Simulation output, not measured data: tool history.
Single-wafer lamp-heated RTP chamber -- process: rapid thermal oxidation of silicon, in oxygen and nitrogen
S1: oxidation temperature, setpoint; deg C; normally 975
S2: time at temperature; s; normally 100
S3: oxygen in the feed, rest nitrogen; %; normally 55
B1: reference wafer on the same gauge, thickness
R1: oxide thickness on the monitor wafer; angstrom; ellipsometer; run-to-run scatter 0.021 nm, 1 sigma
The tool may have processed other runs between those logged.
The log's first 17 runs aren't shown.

run 18 hour=1003.7 | S1=954 S2=100 S3=55 | B1=6.075 | R1=43.92
run 19 hour=1047.6 | S1=975 S2=75 S3=27 | B1=6.061 | R1=36.53
run 20 hour=1095.4 | S1=975 S2=100 S3=55 | B1=6.062 | R1=50.71
run 21 hour=1150.6 | S1=994 S2=100 S3=55 | B1=6.057 | R1=58.43
run 22 hour=1187.1 | S1=985 S2=127 S3=45 | B1=6.063 | R1=57.27
run 23 hour=1217.7 | S1=1000 S2=100 S3=55 | B1=6.051 | R1=60.92
run 24 hour=1256.8 | S1=999 S2=100 S3=29 | B1=6.064 | R1=48.71
-- hour=1282.4 oxygen flow controller replaced
run 25 hour=1282.9 | S1=1001 S2=79 S3=74 | B1=6.048 | R1=60.88
run 26 hour=1309.1 | S1=975 S2=100 S3=84 | B1=6.066 | R1=58.9
run 27 hour=1374.2 | S1=946 S2=100 S3=55 | B1=6.061 | R1=41.21
-- hour=1401.1 pyrometer window cleaned and pyrometer calibrated
run 28 hour=1425.8 | S1=975 S2=100 S3=55 | B1=6.057 | R1=50.85
run 29 hour=1481.2 | S1=1005 S2=60 S3=40 | B1=6.064 | R1=45.58
run 30 hour=1549.1 | S1=946 S2=64 S3=75 | B1=6.063 | R1=37.95
run 31 hour=1586.9 | S1=975 S2=100 S3=55 | B1=6.07 | R1=50.85
run 32 hour=1650 | S1=983 S2=100 S3=34 | B1=6.06 | R1=46.46
run 33 hour=1713.3 | S1=996 S2=100 S3=55 | B1=6.063 | R1=58.86
run 34 hour=1755.1 | S1=983 S2=127 S3=85 | B1=6.061 | R1=69.6
-- hour=1783.2 pyrometer window cleaned and pyrometer calibrated
run 35 hour=1810.3 | S1=1002 S2=136 S3=44 | B1=6.054 | R1=65.43
run 36 hour=1854.5 | S1=975 S2=100 S3=69 | B1=6.069 | R1=55.15
run 37 hour=1904.3 | S1=955 S2=82 S3=42 | B1=6.054 | R1=37.52
run 38 hour=1967.7 | S1=975 S2=100 S3=69 | B1=6.06 | R1=55.36
run 39 hour=2008.2 | S1=985 S2=148 S3=75 | B1=6.063 | R1=73.03

3 ways to go on from here, each from the tool as it stands after run 39. What would each give?
run A hour=2008.7 | S1=962 S2=100 S3=55 | B1=? | R1=?
run B hour=2008.7 | S1=988 S2=100 S3=55 | B1=? | R1=?
run C hour=2008.7 | S1=967 S2=52 S3=55 | B1=? | R1=?

run=A B1=6.064 R1=46.42
run=B B1=6.064 R1=56.03
run=C B1=6.064 R1=37.05
The same runs, with their run-to-run variation unchanged, on a tool lacking any hidden condition would have given:
run=A R1=46.42
run=B R1=56.03
run=C R1=37.05

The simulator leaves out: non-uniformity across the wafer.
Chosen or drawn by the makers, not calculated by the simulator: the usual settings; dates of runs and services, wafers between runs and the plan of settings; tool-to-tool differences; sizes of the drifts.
